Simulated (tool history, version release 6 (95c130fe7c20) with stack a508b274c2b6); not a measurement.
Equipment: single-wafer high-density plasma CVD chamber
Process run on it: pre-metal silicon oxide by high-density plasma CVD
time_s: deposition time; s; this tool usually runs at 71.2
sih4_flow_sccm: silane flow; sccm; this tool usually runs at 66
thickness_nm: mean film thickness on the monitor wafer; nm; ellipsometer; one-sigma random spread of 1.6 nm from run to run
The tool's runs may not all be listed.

run	day	time_s	sih4_flow_sccm	read-back reference wafer on the same gauge, thickness_nm	thickness_nm
1	0	63.1	66	514.214	431.145
2	1.083	63.6	74	513.758	486.773
3	2.717	63.6	74	513.468	484.839
4	3.758	71.2	60	514.17	441.02
5	6.2	71.2	60	513.98	442.235
6	8.325	71.2	66	513.481	486.415
# day 9.375: gauge calibrated
7	10.375	71.2	66	514.209	486.04
8	12.5	71.2	66	513.895	484.651
9	14.429	71.2	57	514.025	418.169
10	17.25	71.2	57	514.09	417.787
11	18.358	60.8	60	513.994	374.62
12	20.221	71.2	66	513.444	483.413
13	23.162	71.2	66	513.867	480.979
14	25.829	71.2	66	513.943	483.837
15	28.138	71.2	69	513.825	504.921
16	31.025	71.2	66	514.055	484.219
17	33.15	71.2	66	514.157	488.98
# day 37.833: silane flow controller replaced
18	41.017	60.7	77	514.619	460.143
19	42.921	81.7	66	513.541	530.198
20	44.512	68	66	514.214	440.939
21	45.708	68	66	514.198	441.422
22	48.258	66.7	66	514.16	438.602
23	51.233	66.7	66	514.109	437.86
24	54.046	71.2	66	514.281	462.841
25	55.442	58.5	53	513.908	308.569
26	56.779	71.2	75	514.036	529.382
27	62.104	71.2	78	513.75	554.684
28	64.725	71.2	66	513.999	465.85
29	66.117	67.5	56	514.241	378.007
30	68.975	71.2	62	513.995	440.347
31	71.329	76.6	58	513.601	447.39
32	74.058	79.9	57	513.872	458.5
33	76.338	59.2	66	513.541	392.883
# day 76.925: gauge calibrated
34	78.629	59.4	56	513.711	334.647
35	80.317	58.2	66	514.144	385.556
36	82.604	65.5	74	514.387	489.403
37	83.646	84.6	72	514.017	614.983
38	89.725	58.3	66	513.912	388.34
39	91.229	80	77	513.925	623.362
40	92.854	84.6	56	513.561	481.285
41	95.175	66.9	75	514.198	507.827
42	97.821	78.4	79	514.218	625.35
43	99.158	84.2	56	513.978	477.731
44	101.271	79.1	55	514.084	442.613
45	102.954	58.2	66	514.133	389.878
46	105.896	83.8	66	514.57	562.948
47	107.571	71.2	66	514.119	478.959

Measured minus without-hidden-state, run by run (identical run-to-run variation in each term; gauge scatter may differ):
Hidden conditions of the tool in this case: delivered silane flow above the setpoint (%); gauge reads high (%).
run	thickness_nm
1	+18.428
2	+20.858
3	+20.852
4	+19.011
5	+19.163
6	+21.169
7	+21.239
8	+21.262
9	+18.411
10	+18.485
11	+16.606
12	+21.495
13	+21.486
14	+21.7
15	+22.722
16	+21.876
17	+22.154
18	-1.995
19	-1.472
20	-0.667
21	-0.259
22	+0.58
23	+1.511
24	+2.481
25	+1.936
26	+3.774
27	+5.738
28	+5.508
29	+4.756
30	+6.202
31	+6.831
32	+7.602
33	+6.927
34	+6.241
35	+7.469
36	+9.946
37	+12.757
38	+8.953
39	+14.706
40	+11.626
41	+12.663
42	+16.128
43	+12.521
44	+11.883
45	+10.661
46	+15.861
47	+13.713
